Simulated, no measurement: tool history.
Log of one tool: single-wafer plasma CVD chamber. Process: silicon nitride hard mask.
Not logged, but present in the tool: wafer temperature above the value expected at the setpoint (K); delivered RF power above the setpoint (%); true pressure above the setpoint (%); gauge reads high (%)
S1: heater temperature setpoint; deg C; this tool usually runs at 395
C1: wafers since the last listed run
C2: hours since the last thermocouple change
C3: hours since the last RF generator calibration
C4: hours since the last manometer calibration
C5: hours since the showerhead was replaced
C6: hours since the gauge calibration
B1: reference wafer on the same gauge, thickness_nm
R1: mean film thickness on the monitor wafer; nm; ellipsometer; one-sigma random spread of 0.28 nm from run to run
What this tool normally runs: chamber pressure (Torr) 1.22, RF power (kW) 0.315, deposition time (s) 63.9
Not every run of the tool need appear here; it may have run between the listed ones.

run 1 day=0 | S1=395 chamber_pressure_(Torr)=1.22 RF_power_(kW)=0.265 deposition_time_(s)=63.9 | C1=0 C2=2030.1 C3=1618.7 C4=2393.5 C5=4662.4 C6=64 | B1=55.443 | R1=54.674
run 2 day=1.208 | S1=395 chamber_pressure_(Torr)=1.22 RF_power_(kW)=0.315 deposition_time_(s)=63.9 | C1=756 C2=2059.1 C3=1647.7 C4=2422.5 C5=4691.4 C6=93 | B1=55.376 | R1=65.436
run 3 day=1.729 | S1=395 chamber_pressure_(Torr)=1.22 RF_power_(kW)=0.315 deposition_time_(s)=63.9 | C1=325 C2=2071.6 C3=1660.2 C4=2435 C5=4703.9 C6=105.5 | B1=55.411 | R1=65.775
run 4 day=3.004 | S1=395 chamber_pressure_(Torr)=1.22 RF_power_(kW)=0.315 deposition_time_(s)=63.9 | C1=797 C2=2102.2 C3=1690.8 C4=2465.6 C5=4734.5 C6=136.1 | B1=55.244 | R1=65.423
run 5 day=4.054 | S1=395 chamber_pressure_(Torr)=1.22 RF_power_(kW)=0.315 deposition_time_(s)=63.9 | C1=657 C2=2127.4 C3=1716 C4=2490.8 C5=4759.7 C6=161.3 | B1=55.298 | R1=66.092
run 6 day=5.533 | S1=395 chamber_pressure_(Torr)=1.22 RF_power_(kW)=0.315 deposition_time_(s)=63.9 | C1=925 C2=2162.9 C3=1751.5 C4=2526.3 C5=4795.2 C6=196.8 | B1=55.104 | R1=65.357
run 7 day=6.162 | S1=395 chamber_pressure_(Torr)=1.22 RF_power_(kW)=0.315 deposition_time_(s)=63.9 | C1=393 C2=2178 C3=1766.6 C4=2541.4 C5=4810.3 C6=211.9 | B1=55.196 | R1=65.664
run 8 day=7.088 | S1=395 chamber_pressure_(Torr)=1.22 RF_power_(kW)=0.355 deposition_time_(s)=56.1 | C1=578 C2=2200.2 C3=1788.8 C4=2563.6 C5=4832.5 C6=234.1 | B1=55.043 | R1=64.33
run 9 day=8.258 | S1=395 chamber_pressure_(Torr)=1.22 RF_power_(kW)=0.315 deposition_time_(s)=60.5 | C1=732 C2=2228.3 C3=1816.9 C4=2591.7 C5=4860.6 C6=262.2 | B1=54.98 | R1=62.352
-- day=8.771 capacitance manometer re-zeroed and calibrated
run 10 day=8.804 | S1=395 chamber_pressure_(Torr)=1.22 RF_power_(kW)=0.315 deposition_time_(s)=60.5 | C1=132 C2=2241.4 C3=1830 C4=0.8 C5=4873.7 C6=275.3 | B1=54.936 | R1=62.13
run 11 day=9.317 | S1=395 chamber_pressure_(Torr)=1.22 RF_power_(kW)=0.315 deposition_time_(s)=63.9 | C1=320 C2=2253.7 C3=1842.3 C4=13.1 C5=4886 C6=287.6 | B1=55.033 | R1=65.321
-- day=10.246 showerhead replaced
run 12 day=10.267 | S1=395 chamber_pressure_(Torr)=1.22 RF_power_(kW)=0.315 deposition_time_(s)=63.9 | C1=385 C2=2276.5 C3=1865.1 C4=35.9 C5=0.5 C6=310.4 | B1=55.067 | R1=65.527
-- day=11.371 thermocouple changed; heater temperature recalibrated
run 13 day=11.392 | S1=390 chamber_pressure_(Torr)=1.07 RF_power_(kW)=0.36 deposition_time_(s)=76.2 | C1=495 C2=0.5 C3=1892.1 C4=62.9 C5=27.5 C6=337.4 | B1=55.035 | R1=84.459
run 14 day=11.833 | S1=402 chamber_pressure_(Torr)=1.22 RF_power_(kW)=0.3 deposition_time_(s)=63.9 | C1=276 C2=11.1 C3=1902.7 C4=73.5 C5=38.1 C6=348 | B1=54.839 | R1=61.661
run 15 day=13.296 | S1=395 chamber_pressure_(Torr)=1.3 RF_power_(kW)=0.255 deposition_time_(s)=63.9 | C1=915 C2=46.2 C3=1937.8 C4=108.6 C5=73.2 C6=383.1 | B1=54.747 | R1=52.621
run 16 day=14.162 | S1=395 chamber_pressure_(Torr)=1.22 RF_power_(kW)=0.315 deposition_time_(s)=63.9 | C1=542 C2=67 C3=1958.6 C4=129.4 C5=94 C6=403.9 | B1=54.625 | R1=65.052
run 17 day=14.933 | S1=400 chamber_pressure_(Torr)=1.39 RF_power_(kW)=0.36 deposition_time_(s)=69 | C1=482 C2=85.5 C3=1977.1 C4=147.9 C5=112.5 C6=422.4 | B1=54.676 | R1=81.663
run 18 day=15.438 | S1=385 chamber_pressure_(Torr)=0.95 RF_power_(kW)=0.335 deposition_time_(s)=58.7 | C1=315 C2=97.6 C3=1989.2 C4=160 C5=124.6 C6=434.5 | B1=54.555 | R1=59.394
run 19 day=16.429 | S1=388 chamber_pressure_(Torr)=1.36 RF_power_(kW)=0.28 deposition_time_(s)=63.9 | C1=620 C2=121.4 C3=2013 C4=183.8 C5=148.4 C6=458.3 | B1=54.601 | R1=58.952

Run 20, settings as shown, results not yet in. Your forecast:
-- day=17.275 RF generator calibrated
run 20 day=17.888 | S1=404 chamber_pressure_(Torr)=1.52 RF_power_(kW)=0.275 deposition_time_(s)=63.9 | C1=704 C2=156.4 C3=14.7 C4=218.8 C5=183.4 C6=493.3 | B1=? | R1=?

Run 20 yielded B1 54.584, R1 58.887 nm.
On a tool with no hidden condition, and with the same random variation, this run would have come out at R1 59.911 nm.
